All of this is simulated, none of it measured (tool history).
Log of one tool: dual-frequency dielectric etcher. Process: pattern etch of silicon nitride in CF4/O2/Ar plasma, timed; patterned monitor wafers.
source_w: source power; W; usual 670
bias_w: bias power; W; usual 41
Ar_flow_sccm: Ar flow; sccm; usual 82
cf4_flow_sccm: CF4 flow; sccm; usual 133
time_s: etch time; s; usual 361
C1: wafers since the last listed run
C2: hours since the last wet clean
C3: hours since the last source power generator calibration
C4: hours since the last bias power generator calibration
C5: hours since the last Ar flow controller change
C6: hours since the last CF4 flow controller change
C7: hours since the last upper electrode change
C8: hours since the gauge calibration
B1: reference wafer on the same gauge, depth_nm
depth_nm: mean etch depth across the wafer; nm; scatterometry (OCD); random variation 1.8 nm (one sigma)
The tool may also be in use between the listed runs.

{"run": 1, "day": 0.0, "source_w": 670, "bias_w": 41, "Ar_flow_sccm": 88, "cf4_flow_sccm": 133, "time_s": 361, "C1": 0, "C2": 31.7, "C3": 3474.1, "C4": 4226.5, "C5": 4.9, "C6": 4512.7, "C7": 259, "C8": 2115.6, "B1": 725.2, "depth_nm": 814.9}
{"day": 2.346, "done": "gauge calibrated"}
{"run": 2, "day": 2.488, "source_w": 670, "bias_w": 41, "Ar_flow_sccm": 88, "cf4_flow_sccm": 133, "time_s": 361, "C1": 179, "C2": 91.4, "C3": 3533.8, "C4": 4286.2, "C5": 64.6, "C6": 4572.4, "C7": 318.7, "C8": 3.4, "B1": 725.7, "depth_nm": 813.1}
{"day": 3.696, "done": "CF4 flow controller replaced"}
{"run": 3, "day": 6.212, "source_w": 670, "bias_w": 41, "Ar_flow_sccm": 82, "cf4_flow_sccm": 133, "time_s": 361, "C1": 250, "C2": 180.8, "C3": 3623.2, "C4": 4375.6, "C5": 154, "C6": 60.4, "C7": 408.1, "C8": 92.8, "B1": 724.4, "depth_nm": 822.5}
{"day": 7.971, "done": "bias power generator calibrated"}
{"run": 4, "day": 10.554, "source_w": 670, "bias_w": 41, "Ar_flow_sccm": 82, "cf4_flow_sccm": 133, "time_s": 361, "C1": 300, "C2": 285, "C3": 3727.4, "C4": 62, "C5": 258.2, "C6": 164.6, "C7": 512.3, "C8": 197, "B1": 724.8, "depth_nm": 850.1}
{"run": 5, "day": 13.946, "source_w": 670, "bias_w": 41, "Ar_flow_sccm": 74, "cf4_flow_sccm": 133, "time_s": 361, "C1": 244, "C2": 366.4, "C3": 3808.8, "C4": 143.4, "C5": 339.6, "C6": 246, "C7": 593.7, "C8": 278.4, "B1": 724.4, "depth_nm": 864.6}
{"run": 6, "day": 16.75, "source_w": 670, "bias_w": 41, "Ar_flow_sccm": 82, "cf4_flow_sccm": 133, "time_s": 361, "C1": 201, "C2": 433.7, "C3": 3876.1, "C4": 210.7, "C5": 406.9, "C6": 313.3, "C7": 661, "C8": 345.7, "B1": 724.9, "depth_nm": 848.7}
{"day": 19.746, "done": "wet clean of the chamber"}
{"run": 7, "day": 20.121, "source_w": 590, "bias_w": 41, "Ar_flow_sccm": 82, "cf4_flow_sccm": 133, "time_s": 361, "C1": 170, "C2": 9, "C3": 3957, "C4": 291.6, "C5": 487.8, "C6": 394.2, "C7": 741.9, "C8": 426.6, "B1": 724.6, "depth_nm": 677.1}
{"run": 8, "day": 23.608, "source_w": 750, "bias_w": 41, "Ar_flow_sccm": 82, "cf4_flow_sccm": 133, "time_s": 361, "C1": 250, "C2": 92.7, "C3": 4040.7, "C4": 375.3, "C5": 571.5, "C6": 477.9, "C7": 825.6, "C8": 510.3, "B1": 725.5, "depth_nm": 1016.6}
{"run": 9, "day": 26.55, "source_w": 670, "bias_w": 41, "Ar_flow_sccm": 82, "cf4_flow_sccm": 133, "time_s": 361, "C1": 211, "C2": 163.3, "C3": 4111.3, "C4": 445.9, "C5": 642.1, "C6": 548.5, "C7": 896.2, "C8": 580.9, "B1": 725.1, "depth_nm": 849.4}
{"run": 10, "day": 29.338, "source_w": 670, "bias_w": 41, "Ar_flow_sccm": 82, "cf4_flow_sccm": 133, "time_s": 361, "C1": 200, "C2": 230.2, "C3": 4178.2, "C4": 512.8, "C5": 709, "C6": 615.4, "C7": 963.1, "C8": 647.8, "B1": 724.8, "depth_nm": 846.4}
{"day": 32.346, "done": "source power generator calibrated"}
{"run": 11, "day": 32.488, "source_w": 670, "bias_w": 41, "Ar_flow_sccm": 82, "cf4_flow_sccm": 108, "time_s": 361, "C1": 214, "C2": 305.8, "C3": 3.4, "C4": 588.4, "C5": 784.6, "C6": 691, "C7": 1038.7, "C8": 723.4, "B1": 725.2, "depth_nm": 822.9}
{"run": 12, "day": 34.021, "source_w": 800, "bias_w": 41, "Ar_flow_sccm": 64, "cf4_flow_sccm": 101, "time_s": 361, "C1": 110, "C2": 342.6, "C3": 40.2, "C4": 625.2, "C5": 821.4, "C6": 727.8, "C7": 1075.5, "C8": 760.2, "B1": 724.9, "depth_nm": 1131.3}
{"run": 13, "day": 36.262, "source_w": 670, "bias_w": 41, "Ar_flow_sccm": 82, "cf4_flow_sccm": 133, "time_s": 361, "C1": 161, "C2": 396.4, "C3": 94, "C4": 679, "C5": 875.2, "C6": 781.6, "C7": 1129.3, "C8": 814, "B1": 725.9, "depth_nm": 850.4}
{"day": 41.479, "done": "wet clean of the chamber"}
{"run": 14, "day": 41.5, "source_w": 780, "bias_w": 41, "Ar_flow_sccm": 95, "cf4_flow_sccm": 133, "time_s": 274, "C1": 304, "C2": 0.5, "C3": 219.7, "C4": 804.7, "C5": 1000.9, "C6": 907.3, "C7": 1255, "C8": 939.7, "B1": 724.7, "depth_nm": 792.1}
{"run": 15, "day": 43.938, "source_w": 670, "bias_w": 50, "Ar_flow_sccm": 99, "cf4_flow_sccm": 133, "time_s": 361, "C1": 175, "C2": 59, "C3": 278.2, "C4": 863.2, "C5": 1059.4, "C6": 965.8, "C7": 1313.5, "C8": 998.2, "B1": 725, "depth_nm": 912.2}
{"run": 16, "day": 47.442, "source_w": 610, "bias_w": 49, "Ar_flow_sccm": 82, "cf4_flow_sccm": 133, "time_s": 361, "C1": 252, "C2": 143.1, "C3": 362.3, "C4": 947.3, "C5": 1143.5, "C6": 1049.9, "C7": 1397.6, "C8": 1082.3, "B1": 724.5, "depth_nm": 786.3}
{"run": 17, "day": 49.717, "source_w": 590, "bias_w": 41, "Ar_flow_sccm": 65, "cf4_flow_sccm": 133, "time_s": 361, "C1": 163, "C2": 197.7, "C3": 416.9, "C4": 1001.9, "C5": 1198.1, "C6": 1104.5, "C7": 1452.2, "C8": 1136.9, "B1": 724.4, "depth_nm": 701.7}
{"run": 18, "day": 51.246, "source_w": 810, "bias_w": 41, "Ar_flow_sccm": 82, "cf4_flow_sccm": 133, "time_s": 361, "C1": 110, "C2": 234.4, "C3": 453.6, "C4": 1038.6, "C5": 1234.8, "C6": 1141.2, "C7": 1488.9, "C8": 1173.6, "B1": 724.2, "depth_nm": 1134.3}
{"run": 19, "day": 55.675, "source_w": 570, "bias_w": 50, "Ar_flow_sccm": 82, "cf4_flow_sccm": 133, "time_s": 361, "C1": 318, "C2": 340.7, "C3": 559.9, "C4": 1144.9, "C5": 1341.1, "C6": 1247.5, "C7": 1595.2, "C8": 1279.9, "B1": 724.8, "depth_nm": 702.2}
{"run": 20, "day": 57.179, "source_w": 670, "bias_w": 41, "Ar_flow_sccm": 82, "cf4_flow_sccm": 133, "time_s": 361, "C1": 108, "C2": 376.8, "C3": 596, "C4": 1181, "C5": 1377.2, "C6": 1283.6, "C7": 1631.3, "C8": 1316, "B1": 725.3, "depth_nm": 843}
{"run": 21, "day": 60.171, "source_w": 570, "bias_w": 37, "Ar_flow_sccm": 67, "cf4_flow_sccm": 133, "time_s": 361, "C1": 215, "C2": 448.6, "C3": 667.8, "C4": 1252.8, "C5": 1449, "C6": 1355.4, "C7": 1703.1, "C8": 1387.8, "B1": 725, "depth_nm": 615.9}
{"run": 22, "day": 64.617, "source_w": 670, "bias_w": 41, "Ar_flow_sccm": 82, "cf4_flow_sccm": 133, "time_s": 361, "C1": 319, "C2": 555.3, "C3": 774.5, "C4": 1359.5, "C5": 1555.7, "C6": 1462.1, "C7": 1809.8, "C8": 1494.5, "B1": 725.3, "depth_nm": 840.4}

How the hidden state differs across the entries between the runs, from the last listed run before each to the first after it:
Between runs 1 and 2: gauge calibrated (day 2.346)
  bias power that arrives over what is set, %: -5.06 -> -5.13
  measured less the result without the state, depth_nm: -23.1 -> -23.3 nm
Between runs 2 and 3: CF4 flow controller replaced (day 3.696)
  bias power that arrives over what is set, %: -5.13 -> -5.23
  measured less the result without the state, depth_nm: -23.3 -> -23.7 nm
Between runs 3 and 4: bias power generator calibrated (day 7.971)
  bias power that arrives over what is set, %: -5.23 -> 0.3
  measured less the result without the state, depth_nm: -23.7 -> +1.3 nm
Between runs 6 and 7: wet clean of the chamber (day 19.746)
  bias power that arrives over what is set, %: 0.129 -> 0.0357
  measured less the result without the state, depth_nm: +0.6 -> +0.1 nm
Between runs 10 and 11: source power generator calibrated (day 32.346)
  bias power that arrives over what is set, %: -0.219 -> -0.306
  measured less the result without the state, depth_nm: -1 -> -1.3 nm
Between runs 13 and 14: wet clean of the chamber (day 41.479)
  bias power that arrives over what is set, %: -0.41 -> -0.555
  measured less the result without the state, depth_nm: -1.8 -> -2.3 nm
